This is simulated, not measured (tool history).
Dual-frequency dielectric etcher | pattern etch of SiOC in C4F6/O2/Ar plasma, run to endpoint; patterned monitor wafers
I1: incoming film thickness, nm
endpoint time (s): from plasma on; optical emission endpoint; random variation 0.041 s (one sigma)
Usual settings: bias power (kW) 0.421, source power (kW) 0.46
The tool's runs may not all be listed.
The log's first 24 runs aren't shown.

{"run": 25, "hour": 306.0, "bias power (kW)": 0.371, "source power (kW)": 0.4, "I1": 42.7, "endpoint time (s)": 15}
{"run": 26, "hour": 316.3, "bias power (kW)": 0.487, "source power (kW)": 0.56, "I1": 43.21, "endpoint time (s)": 11.8}
{"run": 27, "hour": 328.7, "bias power (kW)": 0.421, "source power (kW)": 0.46, "I1": 42.84, "endpoint time (s)": 13.5}
{"run": 28, "hour": 348.8, "bias power (kW)": 0.358, "source power (kW)": 0.34, "I1": 42.9, "endpoint time (s)": 16.6}
{"run": 29, "hour": 357.9, "bias power (kW)": 0.421, "source power (kW)": 0.46, "I1": 43.01, "endpoint time (s)": 13.5}
{"run": 30, "hour": 370.3, "bias power (kW)": 0.421, "source power (kW)": 0.44, "I1": 42.6, "endpoint time (s)": 13.7}
{"run": 31, "hour": 388.0, "bias power (kW)": 0.421, "source power (kW)": 0.46, "I1": 42.97, "endpoint time (s)": 13.5}
{"run": 32, "hour": 402.1, "bias power (kW)": 0.51, "source power (kW)": 0.36, "I1": 42.65, "endpoint time (s)": 14}
{"run": 33, "hour": 414.4, "bias power (kW)": 0.421, "source power (kW)": 0.41, "I1": 42.89, "endpoint time (s)": 14.2}
{"run": 34, "hour": 428.9, "bias power (kW)": 0.506, "source power (kW)": 0.38, "I1": 43.03, "endpoint time (s)": 13.8}
{"run": 35, "hour": 446.5, "bias power (kW)": 0.421, "source power (kW)": 0.46, "I1": 42.23, "endpoint time (s)": 13.2}

4 ways to go on from here, each from the tool as it stands after run 35. What would each give?
{"run": "A", "hour": 446.9, "bias power (kW)": 0.421, "source power (kW)": 0.49, "I1": 42.63, "endpoint time (s)": "?"}
{"run": "B", "hour": 446.9, "bias power (kW)": 0.499, "source power (kW)": 0.52, "I1": 42.63, "endpoint time (s)": "?"}
{"run": "C", "hour": 446.9, "bias power (kW)": 0.389, "source power (kW)": 0.52, "I1": 42.63, "endpoint time (s)": "?"}
{"run": "D", "hour": 446.9, "bias power (kW)": 0.318, "source power (kW)": 0.54, "I1": 42.63, "endpoint time (s)": "?"}

run=A endpoint_time_(s)=12.9
run=B endpoint_time_(s)=11.8
run=C endpoint_time_(s)=12.9
run=D endpoint_time_(s)=13.6
Without the tool's hidden state the same runs would have given:
run=A endpoint_time_(s)=13.2
run=B endpoint_time_(s)=12
run=C endpoint_time_(s)=13.2
run=D endpoint_time_(s)=13.8

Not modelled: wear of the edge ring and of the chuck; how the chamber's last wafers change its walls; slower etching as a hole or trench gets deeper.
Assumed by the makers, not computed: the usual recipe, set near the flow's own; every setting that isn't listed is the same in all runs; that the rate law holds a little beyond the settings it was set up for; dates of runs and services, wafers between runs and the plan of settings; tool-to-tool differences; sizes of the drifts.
